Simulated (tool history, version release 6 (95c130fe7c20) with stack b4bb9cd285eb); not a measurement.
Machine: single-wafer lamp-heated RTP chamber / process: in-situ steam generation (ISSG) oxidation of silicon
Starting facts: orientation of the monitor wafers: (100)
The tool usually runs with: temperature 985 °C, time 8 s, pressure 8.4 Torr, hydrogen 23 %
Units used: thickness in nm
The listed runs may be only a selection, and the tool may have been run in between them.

run      day  temperature  time  pressure  hydrogen  wafers since the last listed run  wafers since the last pyrometer calibration  hours since the pressure gauge was zeroed  hours since the hydrogen flow controller was replaced  hours since the gauge calibration  read-back reference wafer on the same gauge, thickness  thickness
  1        0          978     8       8.4        23                                 0                                         1993                                     2760.4                                                 2032.1                             1733.1                                                    4.11       3.61
  2    5.938          985     8       8.4        23                              1224                                         3217                                     2902.9                                                 2174.6                             1875.6                                                   4.116      3.771
  3    8.225          985     8       8.4        23                               471                                         3689                                     2957.8                                                 2229.5                             1930.5                                                   4.113      3.754
      10.529  -- pyrometer window cleaned and pyrometer calibrated
  4   11.929          985     8       8.4        23                               694                                          288                                     3046.7                                                 2318.4                             2019.4                                                     4.1      3.732
  5   14.679          985     8       8.4        23                               566                                          855                                     3112.7                                                 2384.4                             2085.4                                                   4.105      3.678
  6   19.179          985     8       8.4        23                               927                                         1782                                     3220.7                                                 2492.4                             2193.4                                                   4.103      3.735
  7    23.15          995     8       9.3        23                               818                                         2601                                       3316                                                 2587.7                             2288.7                                                   4.117      3.754
  8   26.517          985     8       8.4        23                               694                                         3295                                     3396.8                                                 2668.5                             2369.5                                                   4.109      3.774
      29.288  -- pyrometer window cleaned and pyrometer calibrated
  9   29.308          985     8       8.4        23                               506                                            3                                     3463.8                                                 2735.5                             2436.5                                                    4.11      3.744
      30.396  -- pressure gauge zeroed
 10   38.208          985     7       8.4        23                              1766                                         1770                                      187.5                                                 2949.1                             2650.1                                                   4.118      3.531
      41.446  -- gauge calibrated
 11   42.067          985     7       8.4        23                               795                                         2565                                      280.1                                                 3041.7                               14.9                                                   4.106      3.562
 12   43.804          985     8       8.4        23                               358                                         2923                                      321.8                                                 3083.4                               56.6                                                   4.122      3.753
 13   46.571          985     8       8.4        23                               570                                         3494                                      388.2                                                 3149.8                                123                                                   4.114      3.754
 14   48.358          985     8       8.4        23                               368                                         3862                                      431.1                                                 3192.7                              165.9                                                   4.107      3.782
 15   50.004          985    11       7.3        30                               339                                         4201                                      470.6                                                 3232.2                              205.4                                                   4.107      4.626
      50.929  -- pyrometer window cleaned and pyrometer calibrated
 16   52.125          985    11       8.4        23                               368                                          246                                      521.5                                                 3283.1                              256.3                                                   4.111      4.194
 17   53.958          985    10       9.6        16                               377                                          624                                      565.5                                                 3327.1                              300.3                                                   4.124      3.629
      55.683  -- hydrogen flow controller replaced
 18   56.725          985     8       6.9        23                               501                                         1126                                      631.9                                                     25                              366.7                                                   4.115      3.674
 19   61.038          967     8       8.4        23                               889                                         2015                                      735.4                                                  128.5                              470.2                                                   4.108      3.582
 20   63.988          972    10       8.9        23                               608                                         2623                                      806.2                                                  199.3                                541                                                   4.107      3.909
 21   66.842          996     8       8.4        23                               588                                         3211                                      874.7                                                  267.8                              609.5                                                    4.12      3.875
 22   68.362          970     8       7.2        27                               313                                         3525                                      911.2                                                  304.3                                646                                                    4.11      3.804
 23    71.95          985    11       7.2        23                               739                                         4264                                      997.3                                                  390.4                              732.1                                                   4.114      4.333
      73.383  -- pyrometer window cleaned and pyrometer calibrated
 24   75.446          975     8       9.6        20                               651                                          424                                     1081.2                                                  474.3                                816                                                   4.111      3.409
 25   77.246          978     8       8.4        23                               371                                          796                                     1124.4                                                  517.5                              859.2                                                   4.103      3.627
 26   80.879          985     5       8.4        23                               749                                         1545                                     1211.6                                                  604.7                              946.4                                                   4.112       3.11
 27   84.742          985     8       8.4        23                               796                                         2341                                     1304.3                                                  697.4                             1039.1                                                   4.111      3.726
 28   88.792          977     8         7        23                               834                                         3176                                     1401.5                                                  794.6                             1136.3                                                   4.102      3.681
 29   95.888         1001     5       9.6        19                              1462                                         4639                                     1571.8                                                  964.9                             1306.6                                                   4.094      3.087
      96.862  -- pyrometer window cleaned and pyrometer calibrated
 30   98.262          979     5       7.9        26                               420                                          288                                     1628.8                                                 1021.9                             1363.6                                                   4.103      3.162
 31  102.158          985     8       8.4        23                               803                                         1091                                     1722.3                                                 1115.4                             1457.1                                                    4.11      3.719

Take each entry between the runs: how does the hidden state at the last listed run before it differ from the hidden state at the first listed run after it?
Logged between run 3 and run 4: pyrometer window cleaned and pyrometer calibrated (day 10.529)
  true wafer temperature minus pyrometer reading, K: 7.55 -> 1.58
  measured value less the no-hidden-state value, thickness: +0.075 -> +0.015 nm
Logged between run 8 and run 9: pyrometer window cleaned and pyrometer calibrated (day 29.288)
  true wafer temperature minus pyrometer reading, K: 7.07 -> 0.158
  measured value less the no-hidden-state value, thickness: +0.071 -> +0.002 nm
Logged between run 9 and run 10: pressure gauge zeroed (day 30.396)
  true wafer temperature minus pyrometer reading, K: 0.158 -> 1.88
  measured value less the no-hidden-state value, thickness: +0.002 -> +0.016 nm
Logged between run 10 and run 11: gauge calibrated (day 41.446)
  true wafer temperature minus pyrometer reading, K: 1.88 -> 3.69
  measured value less the no-hidden-state value, thickness: +0.016 -> +0.033 nm
Logged between run 15 and run 16: pyrometer window cleaned and pyrometer calibrated (day 50.929)
  true wafer temperature minus pyrometer reading, K: 9.45 -> 0.542
  measured value less the no-hidden-state value, thickness: +0.133 -> +0.007 nm
Logged between run 17 and run 18: hydrogen flow controller replaced (day 55.683)
  true wafer temperature minus pyrometer reading, K: 0.71 -> 1.24
  measured value less the no-hidden-state value, thickness: +0.007 -> +0.012 nm
Logged between run 23 and run 24: pyrometer window cleaned and pyrometer calibrated (day 73.383)
  true wafer temperature minus pyrometer reading, K: 10.1 -> 0.493
  measured value less the no-hidden-state value, thickness: +0.133 -> +0.004 nm
Logged between run 29 and run 30: pyrometer window cleaned and pyrometer calibrated (day 96.862)
  true wafer temperature minus pyrometer reading, K: 11.4 -> 0.5
  measured value less the no-hidden-state value, thickness: +0.087 -> +0.003 nm
